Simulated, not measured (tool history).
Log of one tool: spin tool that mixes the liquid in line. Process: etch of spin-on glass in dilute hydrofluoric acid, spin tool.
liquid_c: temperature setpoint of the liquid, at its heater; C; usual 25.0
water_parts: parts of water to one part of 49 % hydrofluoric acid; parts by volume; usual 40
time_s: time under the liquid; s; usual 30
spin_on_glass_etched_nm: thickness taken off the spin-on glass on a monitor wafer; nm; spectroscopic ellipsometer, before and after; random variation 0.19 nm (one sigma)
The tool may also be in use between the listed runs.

run    hour  liquid_c  water_parts  time_s  wafers since the last listed run  hours since the thermometer was replaced  hours since the hydrofluoric acid flow meter was replaced  hours since the gauge calibration  read-back film thickness of the spin-on glass reference wafer, read on the same gauge (nm)  spin_on_glass_etched_nm
  1     0.0      27.5           40      30                                 0                                     289.7                                                      736.2                              562.6                                                                                       90.00                    33.13
       26.5  -- hydrofluoric acid flow meter replaced
  2    94.9      25.0           30      30                              1550                                     384.6                                                       68.4                              657.5                                                                                       90.00                    38.28
  3   185.1      25.0           30      30                              1489                                     474.8                                                      158.6                              747.7                                                                                       90.00                    38.35
  4   248.3      25.0           30      30                              1043                                     538.0                                                      221.8                              810.9                                                                                       90.00                    38.88
  5   342.7      28.5           40      25                              1558                                     632.4                                                      316.2                              905.3                                                                                       89.98                    27.74
  6   414.9      28.5           40      25                              1192                                     704.6                                                      388.4                              977.5                                                                                       90.03                    28.04
  7   520.5      25.0           40      30                              1743                                     810.2                                                      494.0                             1083.1                                                                                       89.98                    29.59
  8   578.6      25.0           40      30                               959                                     868.3                                                      552.1                             1141.2                                                                                       89.99                    29.32
      587.5  -- thermometer replaced
  9   648.4      25.0           40      30                              1136                                      60.9                                                      621.9                             1211.0                                                                                       90.03                    29.59
 10   736.2      25.0           40      30                              1449                                     148.7                                                      709.7                             1298.8                                                                                       90.01                    29.88
 11   791.2      25.0           30      30                               908                                     203.7                                                      764.7                             1353.8                                                                                       90.00                    40.29
      921.9  -- hydrofluoric acid flow meter replaced
 12  1005.4      23.5           50      30                              3520                                     417.9                                                       83.5                             1568.0                                                                                       90.01                    21.12

Forecast run 13:
 13  1043.3      26.5           30      45                               625                                     455.8                                                      121.4                             1605.9                                                                                           ?                        ?

read-back film thickness of the spin-on glass reference wafer, read on the same gauge (nm): 90.04
spin_on_glass_etched_nm: 61.91 nm
Without the tool's hidden state the same run would have given spin_on_glass_etched_nm 60.86 nm.

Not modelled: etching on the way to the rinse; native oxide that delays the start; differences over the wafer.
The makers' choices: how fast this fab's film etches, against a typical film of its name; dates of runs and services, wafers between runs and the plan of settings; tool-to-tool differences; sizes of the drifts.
